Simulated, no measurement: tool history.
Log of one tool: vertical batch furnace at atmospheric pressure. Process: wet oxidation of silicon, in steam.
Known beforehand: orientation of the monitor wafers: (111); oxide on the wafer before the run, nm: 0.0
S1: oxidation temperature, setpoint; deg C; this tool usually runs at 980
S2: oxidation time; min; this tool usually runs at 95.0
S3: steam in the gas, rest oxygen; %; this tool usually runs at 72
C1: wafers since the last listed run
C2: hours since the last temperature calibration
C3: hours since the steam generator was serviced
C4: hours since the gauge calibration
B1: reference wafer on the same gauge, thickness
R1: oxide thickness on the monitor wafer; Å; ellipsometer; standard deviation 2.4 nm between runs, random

run	hour	S1	S2	S3	C1	C2	C3	C4	B1	R1
1	0.0	980	95.0	80	0	3968.7	2482.3	75.1	512.85	4767.3
2	25.0	980	95.0	80	346	3993.7	2507.3	100.1	512.11	4870.8
3	34.7	980	95.0	80	134	4003.4	2517.0	109.8	512.20	4863.2
4	56.9	980	95.0	72	307	4025.6	2539.2	132.0	513.47	4514.9
5	83.1	980	95.0	72	362	4051.8	2565.4	158.2	512.47	4469.1
6	102.8	987	79.5	72	272	4071.5	2585.1	177.9	511.47	4213.3
7	129.1	980	95.0	72	364	4097.8	2611.4	204.2	513.16	4550.9
8	150.5	980	119.5	72	296	4119.2	2632.8	225.6	512.15	5205.3
9	165.0	980	119.5	72	200	4133.7	2647.3	240.1	512.46	5214.1
10	180.5	980	95.0	72	214	4149.2	2662.8	255.6	511.70	4504.4
11	200.0	980	95.0	72	269	4168.7	2682.3	275.1	512.56	4528.3
12	210.8	980	95.0	72	149	4179.5	2693.1	285.9	510.88	4542.8

The next listed run, before its measurement:
13	236.4	980	95.0	72	354	4205.1	2718.7	311.5	?	?

Run 13 yielded B1 511.67, R1 4515.4 Å.
Without the tool's hidden state the same run would have given R1 4515.4 Å.
